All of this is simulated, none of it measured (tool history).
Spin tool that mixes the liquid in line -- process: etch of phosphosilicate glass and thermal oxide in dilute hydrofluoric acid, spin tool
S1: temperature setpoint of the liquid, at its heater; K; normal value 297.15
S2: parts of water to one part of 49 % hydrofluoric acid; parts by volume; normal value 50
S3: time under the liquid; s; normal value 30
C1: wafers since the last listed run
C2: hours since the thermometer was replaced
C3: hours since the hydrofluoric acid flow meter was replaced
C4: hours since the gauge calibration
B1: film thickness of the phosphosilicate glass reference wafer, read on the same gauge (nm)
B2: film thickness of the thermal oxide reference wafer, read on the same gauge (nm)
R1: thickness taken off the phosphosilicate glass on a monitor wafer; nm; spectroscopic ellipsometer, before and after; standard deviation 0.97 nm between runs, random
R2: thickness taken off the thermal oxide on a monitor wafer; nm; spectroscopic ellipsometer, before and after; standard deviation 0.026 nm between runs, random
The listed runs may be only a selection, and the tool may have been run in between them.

run	hour	S1	S2	S3	C1	C2	C3	C4	B1	B2	R1	R2
1	0.0	297.15	50	30	0	1138.0	1179.3	201.7	40.01	130.017	133.81	2.927
2	62.7	297.15	50	30	1111	1200.7	1242.0	264.4	39.99	129.957	133.36	2.894
3	137.1	297.15	50	30	1318	1275.1	1316.4	338.8	40.01	129.982	134.63	2.870
4	212.3	297.15	50	30	1332	1350.3	1391.6	414.0	40.05	130.050	133.46	2.902
5	269.7	297.15	50	30	1017	1407.7	1449.0	471.4	39.99	129.988	134.13	2.897
6	333.9	297.15	50	30	1137	1471.9	1513.2	535.6	40.03	130.032	134.80	2.922
7	438.5	297.15	50	30	1853	1576.5	1617.8	640.2	40.02	130.004	135.74	2.894
8	501.3	297.15	50	30	1112	1639.3	1680.6	703.0	40.01	130.000	134.99	2.919
9	541.9	297.15	50	40	719	1679.9	1721.2	743.6	39.99	129.996	180.99	3.827
# hour 548.2: thermometer replaced
10	588.0	297.15	50	40	799	39.8	1767.3	789.7	40.00	130.033	197.84	4.232
11	657.4	297.15	50	30	1229	109.2	1836.7	859.1	39.99	130.013	146.07	3.191
12	744.8	297.15	50	30	1548	196.6	1924.1	946.5	40.01	129.963	148.02	3.166
# hour 807.3: hydrofluoric acid flow meter replaced
13	814.6	299.15	40	20	1219	266.4	7.3	1016.3	39.98	130.023	121.08	2.588
14	867.5	297.15	50	30	937	319.3	60.2	1069.2	40.01	129.983	132.06	2.792
15	906.3	301.65	25	25	687	358.1	99.0	1108.0	39.96	129.964	273.84	5.813
16	1000.4	297.15	50	30	1667	452.2	193.1	1202.1	40.00	129.999	129.17	2.863
17	1042.2	302.15	65	40	740	494.0	234.9	1243.9	40.01	129.998	160.91	3.538
18	1087.5	293.65	70	20	802	539.3	280.2	1289.2	40.01	129.987	53.54	1.142
19	1150.5	297.15	50	30	1116	602.3	343.2	1352.2	39.98	130.012	132.34	2.842
20	1246.0	301.15	40	20	1692	697.8	438.7	1447.7	40.04	130.035	131.76	2.825
# hour 1271.7: gauge calibrated
21	1319.1	297.15	50	50	1295	770.9	511.8	47.4	40.01	129.950	221.29	4.841
22	1366.9	297.15	50	35	847	818.7	559.6	95.2	39.99	130.006	155.28	3.274
23	1415.8	302.15	35	45	866	867.6	608.5	144.1	40.02	130.000	356.76	7.753
24	1517.8	297.15	75	30	1807	969.6	710.5	246.1	39.99	130.014	85.07	1.842
25	1610.9	297.15	50	30	1649	1062.7	803.6	339.2	40.03	130.019	131.96	2.869

Below are 4 alternative next runs, each starting from the tool's condition after run 25. Predict each:
A	1611.3	295.15	50	30	7	1063.1	804.0	339.6	?	?	?	?
B	1611.3	294.15	50	30	7	1063.1	804.0	339.6	?	?	?	?
C	1611.3	297.15	50	15	7	1063.1	804.0	339.6	?	?	?	?
D	1611.3	294.15	60	40	7	1063.1	804.0	339.6	?	?	?	?

run	B1	B2	R1	R2
A	40.00	129.993	120.62	2.650
B	40.00	129.993	115.60	2.540
C	40.00	129.993	65.60	1.441
D	40.00	129.993	127.00	2.790
Stripped of hidden state, with their random variation kept, the same runs would have yielded:
run	R1	R2
A	120.45	2.646
B	115.50	2.537
C	65.44	1.438
D	126.78	2.785
